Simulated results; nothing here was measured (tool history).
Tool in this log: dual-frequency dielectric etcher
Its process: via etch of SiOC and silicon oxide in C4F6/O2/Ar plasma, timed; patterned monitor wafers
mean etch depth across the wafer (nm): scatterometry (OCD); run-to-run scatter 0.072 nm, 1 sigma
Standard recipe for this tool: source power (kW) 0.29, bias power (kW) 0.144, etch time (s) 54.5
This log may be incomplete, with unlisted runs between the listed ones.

| run | hour | source power (kW) | bias power (kW) | etch time (s) | read-back reference wafer on the same gauge, depth_nm | mean etch depth across the wafer (nm) |
|---|---|---|---|---|---|---|
| 1 | 0 | 0.29 | 0.144 | 54.5 | 38.5 | 49.9 |
| 2 | 15.9 | 0.34 | 0.144 | 48 | 38.5 | 45.3 |
| 3 | 22.9 | 0.34 | 0.144 | 48 | 38.5 | 45.4 |
| 4 | 36 | 0.34 | 0.144 | 48 | 38.5 | 45.5 |
| 5 | 44.6 | 0.29 | 0.144 | 54.5 | 38.5 | 49.8 |
| 6 | 59.2 | 0.29 | 0.144 | 54.5 | 38.5 | 50 |
|  | 59.9 | gauge calibrated |
| 7 | 69.2 | 0.29 | 0.144 | 54.5 | 38.5 | 50.2 |
|  | 77.9 | bias power generator calibrated |
| 8 | 81.8 | 0.29 | 0.167 | 54.5 | 38.5 | 52.1 |
|  | 107.5 | source power generator calibrated |
|  | 113.2 | upper electrode replaced |
|  | 117.9 | wet clean of the chamber |
| 9 | 118.4 | 0.29 | 0.112 | 54.5 | 38.5 | 44.8 |
| 10 | 119.9 | 0.29 | 0.144 | 54.5 | 38.5 | 47.5 |
| 11 | 127.8 | 0.29 | 0.165 | 54.5 | 38.5 | 49.2 |
| 12 | 135.8 | 0.29 | 0.165 | 54.5 | 38.5 | 49.2 |
| 13 | 142 | 0.34 | 0.144 | 48 | 38.5 | 43.4 |
| 14 | 154 | 0.24 | 0.144 | 54.5 | 38.5 | 46 |
| 15 | 166.4 | 0.22 | 0.175 | 71 | 38.5 | 62.2 |

Estimate the outcome of run 16 from the log above:
| 16 | 177.1 | 0.25 | 0.144 | 54.5 | ? | ? |

{"run 16": {"read-back reference wafer on the same gauge, depth_nm": 38.5, "mean etch depth across the wafer (nm)": 46.5}}
On a tool with no hidden condition, and with the same random variation, this run would have come out at mean etch depth across the wafer (nm) 46.4.
